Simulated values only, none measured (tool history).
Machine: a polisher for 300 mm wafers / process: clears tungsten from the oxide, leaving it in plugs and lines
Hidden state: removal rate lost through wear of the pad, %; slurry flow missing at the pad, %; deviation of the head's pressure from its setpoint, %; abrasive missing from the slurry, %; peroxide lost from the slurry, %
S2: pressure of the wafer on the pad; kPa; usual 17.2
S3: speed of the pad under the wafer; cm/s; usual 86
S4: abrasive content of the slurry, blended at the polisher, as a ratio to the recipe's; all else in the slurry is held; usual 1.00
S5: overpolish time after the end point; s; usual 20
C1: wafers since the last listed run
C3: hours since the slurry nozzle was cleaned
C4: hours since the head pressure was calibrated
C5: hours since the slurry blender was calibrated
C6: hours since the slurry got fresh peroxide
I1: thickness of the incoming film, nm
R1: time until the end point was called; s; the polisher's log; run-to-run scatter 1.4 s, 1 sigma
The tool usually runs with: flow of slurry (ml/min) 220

Run 1, hour 0.0: usual settings; C1 0; wafers polished on this pad 407; C3 109.2; C4 22.5; C5 37.0; C6 137.8; I1 307.9. Result: R1 119.4 s.
Run 2, hour 20.6: usual settings but S4 0.75; C1 101; wafers polished on this pad 509; C3 129.8; C4 43.1; C5 57.6; C6 158.4; I1 312.3. Result: R1 132.6 s.
Run 3, hour 45.7: usual settings but S4 0.75; C1 124; wafers polished on this pad 633; C3 154.9; C4 68.2; C5 82.7; C6 183.5; I1 314.0. Result: R1 141.0 s.
At hour 58.7: slurry tank refilled with fresh slurry and peroxide.
Run 4, hour 76.0: usual settings but S2 22.1 kPa, S3 60 cm/s; C1 144; wafers polished on this pad 778; C3 185.2; C4 98.5; C5 113.0; C6 17.3; I1 314.2. Result: R1 135.5 s.
Run 5, hour 100.6: usual settings but S2 20.7 kPa; C1 121; wafers polished on this pad 899; C3 209.8; C4 123.1; C5 137.6; C6 41.9; I1 312.2. Result: R1 100.3 s.
Run 6, hour 118.2: usual settings but flow of slurry (ml/min) 150, S2 11.7 kPa; C1 87; wafers polished on this pad 986; C3 227.4; C4 140.7; C5 155.2; C6 59.5; I1 313.1. Result: R1 167.6 s.
Run 7, hour 139.3: usual settings; C1 104; wafers polished on this pad 1091; C3 248.5; C4 161.8; C5 176.3; C6 80.6; I1 317.7. Result: R1 119.3 s.
Run 8, hour 171.4: usual settings but S3 96 cm/s, S4 1.15; C1 158; wafers polished on this pad 1249; C3 280.6; C4 193.9; C5 208.4; C6 112.7; I1 318.0. Result: R1 107.6 s.
Run 9, hour 189.4: usual settings; C1 88; wafers polished on this pad 1338; C3 298.6; C4 211.9; C5 226.4; C6 130.7; I1 314.2. Result: R1 121.2 s.
Run 10, hour 214.8: usual settings but S5 15 s; C1 125; wafers polished on this pad 1464; C3 324.0; C4 237.3; C5 251.8; C6 156.1; I1 315.5. Result: R1 125.6 s.
At hour 219.0: slurry blender recalibrated.
At hour 224.4: worn pad replaced by a new one.
Run 11, hour 228.9: usual settings but flow of slurry (ml/min) 155, S3 114 cm/s, S5 9 s; C1 40; wafers polished on this pad 22; C3 338.1; C4 251.4; C5 9.9; C6 170.2; I1 312.7. Result: R1 92.3 s.
Run 12, hour 257.6: usual settings but flow of slurry (ml/min) 290, S5 16 s; C1 141; wafers polished on this pad 164; C3 366.8; C4 280.1; C5 38.6; C6 198.9; I1 318.9. Result: R1 121.0 s.
At hour 259.5: slurry tank refilled with fresh slurry and peroxide.
Run 13, hour 289.2: usual settings but S2 12.4 kPa, S4 0.70, S5 15 s; C1 151; wafers polished on this pad 315; C3 398.4; C4 311.7; C5 70.2; C6 29.7; I1 317.0. Result: R1 161.4 s.
Run 14, hour 312.8: usual settings; C1 116; wafers polished on this pad 432; C3 422.0; C4 335.3; C5 93.8; C6 53.3; I1 308.4. Result: R1 112.3 s.
Run 15, hour 372.0: usual settings but flow of slurry (ml/min) 185, S5 14 s; C1 292; wafers polished on this pad 724; C3 481.2; C4 394.5; C5 153.0; C6 112.5; I1 311.7. Result: R1 123.5 s.
Run 16, hour 391.9: usual settings but flow of slurry (ml/min) 265, S3 58 cm/s, S4 0.85; C1 98; wafers polished on this pad 823; C3 501.1; C4 414.4; C5 172.9; C6 132.4; I1 311.1. Result: R1 182.6 s.
At hour 419.9: slurry blender recalibrated.
Run 17, hour 420.4: usual settings but flow of slurry (ml/min) 145; C1 131; wafers polished on this pad 954; C3 529.6; C4 442.9; C5 0.5; C6 160.9; I1 317.6. Result: R1 138.2 s.
Run 18, hour 432.8: usual settings but flow of slurry (ml/min) 280, S4 1.20, S5 26 s; C1 61; wafers polished on this pad 1015; C3 542.0; C4 455.3; C5 12.9; C6 173.3; I1 318.7. Result: R1 117.0 s.
Run 19, hour 444.9: usual settings but S5 28 s; C1 59; wafers polished on this pad 1075; C3 554.1; C4 467.4; C5 25.0; C6 185.4; I1 317.4. Result: R1 128.3 s.
Run 20, hour 456.9: usual settings; C1 59; wafers polished on this pad 1134; C3 566.1; C4 479.4; C5 37.0; C6 197.4; I1 313.8. Result: R1 129.8 s.
At hour 464.4: worn pad replaced by a new one.
At hour 471.4: slurry tank refilled with fresh slurry and peroxide.
Run 21, hour 491.4: usual settings but flow of slurry (ml/min) 280, S3 60 cm/s, S5 31 s; C1 145; wafers polished on this pad 128; C3 600.6; C4 513.9; C5 71.5; C6 20.0; I1 317.1. Result: R1 158.4 s.
Run 22, hour 507.1: usual settings but S5 12 s; C1 77; wafers polished on this pad 206; C3 616.3; C4 529.6; C5 87.2; C6 35.7; I1 313.7. Result: R1 110.3 s.
Run 23, hour 539.2: usual settings but flow of slurry (ml/min) 275, S2 13.1 kPa, S3 66 cm/s; C1 158; wafers polished on this pad 364; C3 648.4; C4 561.7; C5 119.3; C6 67.8; I1 319.0. Result: R1 181.0 s.
Run 24, hour 554.6: usual settings but flow of slurry (ml/min) 170, S2 14.5 kPa, S3 96 cm/s, S4 0.75; C1 76; wafers polished on this pad 440; C3 663.8; C4 577.1; C5 134.7; C6 83.2; I1 314.4. Result: R1 131.9 s.
Run 25, hour 587.4: usual settings; C1 162; wafers polished on this pad 603; C3 696.6; C4 609.9; C5 167.5; C6 116.0; I1 314.3. Result: R1 119.5 s.
At hour 593.3: head pressure recalibrated.
At hour 608.4: slurry nozzle cleaned.
Run 26, hour 620.0: usual settings; C1 146; wafers polished on this pad 749; C3 11.6; C4 26.7; C5 200.1; C6 148.6; I1 316.2. Result: R1 123.8 s.

Hidden state at the last listed run before each entry between runs and at the first one after, where it differs:
Logged between run 3 and run 4: slurry tank refilled with fresh slurry and peroxide (hour 58.7)
  removal rate lost through wear of the pad, %: 7.1 -> 7.62; peroxide lost from the slurry, %: 23.9 -> 0.83
  measured result minus the result with no hidden state, R1: +23.3 -> +10.7 s
Logged between run 10 and run 11: slurry blender recalibrated (hour 219.0); worn pad replaced by a new one (hour 224.4)
  removal rate lost through wear of the pad, %: 8.65 -> 0.392; peroxide lost from the slurry, %: 15.6 -> 18.4
  measured result minus the result with no hidden state, R1: +18.2 -> +7.3 s
Logged between run 12 and run 13: slurry tank refilled with fresh slurry and peroxide (hour 259.5)
  removal rate lost through wear of the pad, %: 2.43 -> 4.04; peroxide lost from the slurry, %: 24.9 -> 3.53
  measured result minus the result with no hidden state, R1: +15.5 -> +8.6 s
Logged between run 16 and run 17: slurry blender recalibrated (hour 419.9)
  removal rate lost through wear of the pad, %: 6.66 -> 6.99; peroxide lost from the slurry, %: 13.7 -> 18.9
  measured result minus the result with no hidden state, R1: +21.6 -> +19.7 s
Logged between run 20 and run 21: worn pad replaced by a new one (hour 464.4); slurry tank refilled with fresh slurry and peroxide (hour 471.4)
  removal rate lost through wear of the pad, %: 7.3 -> 2.85; peroxide lost from the slurry, %: 26.9 -> 2.08
  measured result minus the result with no hidden state, R1: +23.5 -> +5.8 s
Logged between run 25 and run 26: head pressure recalibrated (hour 593.3); slurry nozzle cleaned (hour 608.4)
  removal rate lost through wear of the pad, %: 6.67 -> 7.29; peroxide lost from the slurry, %: 10.1 -> 15.4
  measured result minus the result with no hidden state, R1: +12.4 -> +16.2 s
